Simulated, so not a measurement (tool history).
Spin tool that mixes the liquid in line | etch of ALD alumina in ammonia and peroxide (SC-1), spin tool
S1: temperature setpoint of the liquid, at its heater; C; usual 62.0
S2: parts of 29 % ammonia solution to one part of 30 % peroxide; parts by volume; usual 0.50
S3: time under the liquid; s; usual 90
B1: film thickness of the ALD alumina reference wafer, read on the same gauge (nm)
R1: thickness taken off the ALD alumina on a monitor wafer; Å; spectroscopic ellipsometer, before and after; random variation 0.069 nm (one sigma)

{"run": 1, "hour": 0.0, "S1": 62.0, "S2": 0.5, "S3": 90, "B1": 40.01, "R1": 58.7}
{"run": 2, "hour": 34.3, "S1": 62.0, "S2": 0.5, "S3": 90, "B1": 40.02, "R1": 57.8}
{"run": 3, "hour": 89.4, "S1": 62.0, "S2": 0.5, "S3": 90, "B1": 40.02, "R1": 56.8}
{"run": 4, "hour": 121.6, "S1": 62.0, "S2": 0.5, "S3": 135, "B1": 40.02, "R1": 87.8}
{"run": 5, "hour": 176.0, "S1": 62.0, "S2": 0.5, "S3": 135, "B1": 39.98, "R1": 87.7}
{"run": 6, "hour": 223.8, "S1": 62.0, "S2": 0.5, "S3": 135, "B1": 39.95, "R1": 86.8}
{"hour": 280.4, "done": "new drum of ammonia solution connected"}
{"run": 7, "hour": 289.4, "S1": 62.0, "S2": 0.5, "S3": 65, "B1": 40.02, "R1": 41.4}
{"hour": 325.7, "done": "gauge calibrated"}
{"run": 8, "hour": 347.2, "S1": 62.0, "S2": 0.5, "S3": 40, "B1": 40.02, "R1": 25.7}
{"hour": 376.0, "done": "heated supply line repaired"}
{"run": 9, "hour": 379.0, "S1": 68.5, "S2": 0.5, "S3": 90, "B1": 39.96, "R1": 94.2}
{"run": 10, "hour": 412.0, "S1": 67.0, "S2": 0.3, "S3": 90, "B1": 40.02, "R1": 84.8}
{"hour": 436.3, "done": "ammonia flow meter replaced"}
{"hour": 445.5, "done": "thermometer replaced"}
{"run": 11, "hour": 483.4, "S1": 57.0, "S2": 0.65, "S3": 90, "B1": 40.01, "R1": 54.6}
{"run": 12, "hour": 509.7, "S1": 62.0, "S2": 0.6, "S3": 125, "B1": 40.02, "R1": 98.6}
{"run": 13, "hour": 548.7, "S1": 62.0, "S2": 0.4, "S3": 145, "B1": 39.99, "R1": 108.5}
{"run": 14, "hour": 602.7, "S1": 62.0, "S2": 0.5, "S3": 90, "B1": 40.04, "R1": 68.5}

Forecast each of these 3 alternatives for the next run:
{"run": "A", "hour": 603.1, "S1": 62.0, "S2": 0.5, "S3": 90, "B1": "?", "R1": "?"}
{"run": "B", "hour": 603.1, "S1": 64.5, "S2": 0.25, "S3": 90, "B1": "?", "R1": "?"}
{"run": "C", "hour": 603.1, "S1": 62.0, "S2": 0.5, "S3": 120, "B1": "?", "R1": "?"}

run=A B1=40.00 R1=68.0
run=B B1=40.00 R1=72.3
run=C B1=40.00 R1=90.7
Without the tool's hidden state the same runs would have given:
run=A R1=69.8
run=B R1=74.1
run=C R1=93.1
